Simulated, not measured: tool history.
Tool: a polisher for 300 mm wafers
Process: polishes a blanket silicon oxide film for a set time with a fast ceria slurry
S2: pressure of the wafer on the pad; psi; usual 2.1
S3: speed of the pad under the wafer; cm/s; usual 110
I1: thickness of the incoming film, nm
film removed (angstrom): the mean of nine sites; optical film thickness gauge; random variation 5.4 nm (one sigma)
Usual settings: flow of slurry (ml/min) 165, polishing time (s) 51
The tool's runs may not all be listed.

Run 1, hour 0.0: usual settings; I1 3585.7. Result: film removed (angstrom) 6837.
Run 2, hour 26.1: usual settings; I1 3561.3. Result: film removed (angstrom) 6800.
Run 3, hour 52.4: usual settings; I1 3566.9. Result: film removed (angstrom) 6685.
Run 4, hour 87.3: usual settings; I1 3579.4. Result: film removed (angstrom) 6754.
At hour 108.5: slurry nozzle cleaned.
Run 5, hour 109.0: usual settings; I1 3656.3. Result: film removed (angstrom) 6646.
Run 6, hour 127.2: usual settings; I1 3600.0. Result: film removed (angstrom) 6674.
Run 7, hour 158.4: usual settings; I1 3596.0. Result: film removed (angstrom) 6600.
Run 8, hour 180.6: usual settings; I1 3652.3. Result: film removed (angstrom) 6564.
Run 9, hour 196.0: usual settings; I1 3623.9. Result: film removed (angstrom) 6521.
Run 10, hour 230.6: usual settings but S3 124 cm/s; I1 3542.2. Result: film removed (angstrom) 7374.
Run 11, hour 259.7: usual settings; I1 3561.2. Result: film removed (angstrom) 6443.
At hour 276.2: worn pad replaced by a new one.
Run 12, hour 300.0: usual settings; I1 3604.8. Result: film removed (angstrom) 6861.
Run 13, hour 315.7: usual settings; I1 3627.1. Result: film removed (angstrom) 6813.
Run 14, hour 338.8: usual settings but flow of slurry (ml/min) 145; I1 3619.4. Result: film removed (angstrom) 6662.
Run 15, hour 362.6: usual settings but S3 144 cm/s; I1 3639.7. Result: film removed (angstrom) 8869.
At hour 383.5: slurry nozzle cleaned.
Run 16, hour 397.7: usual settings; I1 3663.9. Result: film removed (angstrom) 6667.
Run 17, hour 420.8: usual settings but flow of slurry (ml/min) 120; I1 3563.0. Result: film removed (angstrom) 6176.
Run 18, hour 436.6: usual settings; I1 3591.6. Result: film removed (angstrom) 6639.
Run 19, hour 459.2: usual settings but flow of slurry (ml/min) 200, polishing time (s) 44; I1 3592.2. Result: film removed (angstrom) 5952.
Run 20, hour 485.3: usual settings but S3 84 cm/s, polishing time (s) 36; I1 3625.5. Result: film removed (angstrom) 3604.
Run 21, hour 504.1: usual settings but flow of slurry (ml/min) 110, S3 138 cm/s, polishing time (s) 43; I1 3606.3. Result: film removed (angstrom) 6329.
Run 22, hour 522.1: usual settings but S2 1.5 psi, S3 132 cm/s; I1 3607.2. Result: film removed (angstrom) 5658.
Run 23, hour 545.7: usual settings; I1 3563.0. Result: film removed (angstrom) 6476.
At hour 553.5: worn pad replaced by a new one.
Run 24, hour 572.0: usual settings but S2 2.6 psi, S3 90 cm/s, polishing time (s) 38; I1 3559.7. Result: film removed (angstrom) 5174.
Run 25, hour 591.1: usual settings but S3 84 cm/s, polishing time (s) 39; I1 3570.2. Result: film removed (angstrom) 4003.
At hour 653.0: slurry nozzle cleaned.
At hour 692.8: head pressure recalibrated.
Run 26, hour 693.2: usual settings; I1 3608.2. Result: film removed (angstrom) 6783.
Run 27, hour 727.3: usual settings but flow of slurry (ml/min) 125, S2 1.8 psi, S3 94 cm/s, polishing time (s) 38; I1 3623.7. Result: film removed (angstrom) 3420.
Run 28, hour 748.8: usual settings but flow of slurry (ml/min) 220, polishing time (s) 68; I1 3634.1. Result: film removed (angstrom) 9295.
Run 29, hour 780.2: usual settings but flow of slurry (ml/min) 150, polishing time (s) 60; I1 3664.8. Result: film removed (angstrom) 7510.
At hour 803.8: worn pad replaced by a new one.
Run 30, hour 804.3: usual settings but S2 1.7 psi, S3 100 cm/s, polishing time (s) 41; I1 3605.5. Result: film removed (angstrom) 4025.
Run 31, hour 836.1: usual settings but flow of slurry (ml/min) 195, S3 78 cm/s, polishing time (s) 45; I1 3608.2. Result: film removed (angstrom) 4382.
Run 32, hour 864.9: usual settings but flow of slurry (ml/min) 220; I1 3622.4. Result: film removed (angstrom) 7067.
Run 33, hour 878.6: usual settings but S2 1.8 psi, polishing time (s) 68; I1 3632.1. Result: film removed (angstrom) 7746.
At hour 939.1: slurry nozzle cleaned.
Run 34, hour 940.6: usual settings but S2 2.6 psi, polishing time (s) 65; I1 3607.0. Result: film removed (angstrom) 10415.
Run 35, hour 972.3: usual settings; I1 3582.3. Result: film removed (angstrom) 6575.
Run 36, hour 998.9: usual settings but flow of slurry (ml/min) 125, S2 1.6 psi, S3 96 cm/s, polishing time (s) 67; I1 3692.7. Result: film removed (angstrom) 5409.
Run 37, hour 1030.5: usual settings; I1 3572.1. Result: film removed (angstrom) 6509.
Run 38, hour 1046.5: usual settings but S3 128 cm/s; I1 3618.3. Result: film removed (angstrom) 7628.

Measured less the same run without the tool's hidden state. The same run-to-run variation is in both; the gauge's scatter may not be:
The hidden state here: removal rate lost through wear of the pad, %; slurry flow missing at the pad, %; deviation of the head's pressure from its setpoint, %.
run  film removed (angstrom)
  1                      -71
  2                     -109
  3                     -144
  4                     -197
  5                     -225
  6                     -252
  7                     -295
  8                     -326
  9                     -347
 10                     -450
 11                     -436
 12                      -40
 13                      -61
 14                      -92
 15                     -168
 16                     -176
 17                     -194
 18                     -232
 19                     -237
 20                     -164
 21                     -315
 22                     -305
 23                     -384
 24                      -30
 25                      -39
 26                     -215
 27                     -134
 28                     -407
 29                     -382
 30                      -23
 31                      -54
 32                     -130
 33                     -166
 34                     -363
 35                     -274
 36                     -258
 37                     -358
 38                     -446
